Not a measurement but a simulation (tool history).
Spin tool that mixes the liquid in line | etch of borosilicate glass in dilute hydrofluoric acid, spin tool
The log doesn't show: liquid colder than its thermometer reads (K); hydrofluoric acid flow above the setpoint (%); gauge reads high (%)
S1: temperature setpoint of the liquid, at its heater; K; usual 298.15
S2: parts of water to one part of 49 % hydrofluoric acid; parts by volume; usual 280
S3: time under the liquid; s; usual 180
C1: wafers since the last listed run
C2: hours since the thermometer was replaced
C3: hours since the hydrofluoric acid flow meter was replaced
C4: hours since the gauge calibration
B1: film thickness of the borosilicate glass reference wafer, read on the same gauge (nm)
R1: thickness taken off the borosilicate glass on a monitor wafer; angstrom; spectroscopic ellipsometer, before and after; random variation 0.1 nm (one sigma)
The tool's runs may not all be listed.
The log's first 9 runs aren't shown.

run	hour	S1	S2	S3	C1	C2	C3	C4	B1	R1
10	127.1	298.15	335	180	52	3239.3	1665.1	457.5	70.02	148.2
11	136.2	298.15	335	180	39	3248.4	1674.2	466.6	69.97	148.1
12	146.8	301.15	280	130	46	3259.0	1684.8	477.2	69.96	150.9
13	161.4	298.15	280	180	63	3273.6	1699.4	491.8	70.00	188.8
14	173.9	298.15	280	180	54	3286.1	1711.9	504.3	70.00	188.8
# hour 182.0: gauge calibrated
# hour 186.3: hydrofluoric acid flow meter replaced
15	187.3	298.15	280	285	53	3299.5	1.0	5.3	69.98	262.1
16	196.7	300.15	280	180	40	3308.9	10.4	14.7	70.00	177.0
17	214.3	296.65	210	215	76	3326.5	28.0	32.3	70.01	265.3
18	221.1	298.15	280	180	29	3333.3	34.8	39.1	69.98	163.9
19	228.1	302.65	200	270	30	3340.3	41.8	46.1	69.95	443.0
20	239.4	302.65	235	215	49	3351.6	53.1	57.4	70.00	292.2
21	248.7	300.15	280	180	40	3360.9	62.4	66.7	69.97	177.6
# hour 258.8: thermometer replaced
22	260.2	300.65	415	145	45	1.4	73.9	78.2	70.01	86.1
23	276.1	301.65	280	70	69	17.3	89.8	94.1	69.99	72.2
24	292.1	294.65	175	145	69	33.3	105.8	110.1	70.00	207.8
25	307.4	300.15	320	240	66	48.6	121.1	125.4	70.01	196.0
26	324.6	302.15	150	90	74	65.8	138.3	142.6	69.98	205.1
27	334.9	301.65	150	180	44	76.1	148.6	152.9	70.04	406.4
28	345.0	296.65	400	95	43	86.2	158.7	163.0	70.01	52.1
29	357.4	298.15	160	115	53	98.6	171.1	175.4	69.98	210.2

Forecast run 30:
30	373.3	296.65	335	265	69	114.5	187.0	191.3	?	?

{"run 30": {"B1": 70.0, "R1": 182.6}}
Without the tool's hidden state the same run would have given R1 177.4 angstrom.
